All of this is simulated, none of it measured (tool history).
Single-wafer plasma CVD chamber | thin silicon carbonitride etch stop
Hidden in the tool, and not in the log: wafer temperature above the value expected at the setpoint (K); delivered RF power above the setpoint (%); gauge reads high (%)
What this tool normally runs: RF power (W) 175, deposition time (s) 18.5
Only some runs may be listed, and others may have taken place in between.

run	hour	RF power (W)	deposition time (s)	wafers since the last listed run	hours since the last thermocouple change	hours since the last RF generator calibration	hours since the showerhead was replaced	hours since the gauge calibration	read-back reference wafer on the same gauge, thickness_nm	mean film thickness on the monitor wafer (Å)
1	0.0	175	18.5	0	1982.3	839.6	5678.3	936.1	8.641	90.76
2	90.7	175	18.5	2766	2073.0	930.3	5769.0	1026.8	8.655	90.01
3	210.2	175	18.5	3644	2192.5	1049.8	5888.5	1146.3	8.656	91.23
4	266.8	175	18.5	1726	2249.1	1106.4	5945.1	1202.9	8.656	90.69
5	306.1	175	18.5	1198	2288.4	1145.7	5984.4	1242.2	8.651	90.89
6	377.2	175	20.5	2168	2359.5	1216.8	6055.5	1313.3	8.654	100.18
7	418.4	175	17.3	1256	2400.7	1258.0	6096.7	1354.5	8.662	85.01
8	467.5	175	17.3	1497	2449.8	1307.1	6145.8	1403.6	8.659	84.58
9	529.7	175	17.3	1897	2512.0	1369.3	6208.0	1465.8	8.667	84.74
10	578.5	175	18.5	1488	2560.8	1418.1	6256.8	1514.6	8.656	90.61
11	613.2	175	18.5	1058	2595.5	1452.8	6291.5	1549.3	8.666	89.82
# hour 715.0: thermocouple changed; heater temperature recalibrated
12	715.5	175	18.5	2876	0.5	1555.1	6393.8	1651.6	8.658	89.13
13	766.6	175	18.5	1558	51.6	1606.2	6444.9	1702.7	8.658	90.15
14	799.8	200	18.5	1012	84.8	1639.4	6478.1	1735.9	8.656	93.58
# hour 828.6: gauge calibrated
15	860.3	175	18.5	1845	145.3	1699.9	6538.6	31.7	8.668	89.15
16	907.5	175	18.5	1439	192.5	1747.1	6585.8	78.9	8.637	89.66
17	973.5	175	18.5	2013	258.5	1813.1	6651.8	144.9	8.664	90.30
# hour 1015.9: showerhead replaced
# hour 1020.5: RF generator calibrated
18	1021.0	150	15.4	1064	306.0	0.5	5.1	192.4	8.658	73.38
19	1037.9	175	18.5	515	322.9	17.4	22.0	209.3	8.649	91.32
20	1099.2	145	17.2	1869	384.2	78.7	83.3	270.6	8.664	81.42
21	1130.9	175	18.5	966	415.9	110.4	115.0	302.3	8.665	92.12
22	1162.2	205	19.8	954	447.2	141.7	146.3	333.6	8.663	102.44
23	1196.6	175	18.5	1049	481.6	176.1	180.7	368.0	8.654	92.05
24	1230.5	200	21.8	1034	515.5	210.0	214.6	401.9	8.649	110.83
25	1274.7	195	15.2	1348	559.7	254.2	258.8	446.1	8.662	78.18
26	1321.0	195	15.6	1412	606.0	300.5	305.1	492.4	8.652	78.96
27	1389.4	175	18.5	2086	674.4	368.9	373.5	560.8	8.676	91.16
28	1456.6	150	19.6	2049	741.6	436.1	440.7	628.0	8.662	92.84
29	1527.0	195	18.5	2147	812.0	506.5	511.1	698.4	8.665	93.85
30	1586.1	200	15.4	1802	871.1	565.6	570.2	757.5	8.655	78.98
31	1617.8	175	18.5	966	902.8	597.3	601.9	789.2	8.660	91.30
32	1687.3	140	18.5	2119	972.3	666.8	671.4	858.7	8.655	86.14
33	1723.0	175	18.5	1088	1008.0	702.5	707.1	894.4	8.658	90.85
34	1784.9	155	21.3	1888	1069.9	764.4	769.0	956.3	8.670	101.62

Branching from run 34: 3 alternative next runs. What would each branch give?
A	1785.3	175	18.5	12	1070.3	764.8	769.4	956.7	?	?
B	1785.3	205	20.3	12	1070.3	764.8	769.4	956.7	?	?
C	1785.3	195	21.4	12	1070.3	764.8	769.4	956.7	?	?

run	read-back reference wafer on the same gauge, thickness_nm	mean film thickness on the monitor wafer (Å)
A	8.672	91.46
B	8.672	104.58
C	8.672	108.81
Without the tool's hidden state the same runs would have given:
run	mean film thickness on the monitor wafer (Å)
A	92.02
B	105.22
C	109.48

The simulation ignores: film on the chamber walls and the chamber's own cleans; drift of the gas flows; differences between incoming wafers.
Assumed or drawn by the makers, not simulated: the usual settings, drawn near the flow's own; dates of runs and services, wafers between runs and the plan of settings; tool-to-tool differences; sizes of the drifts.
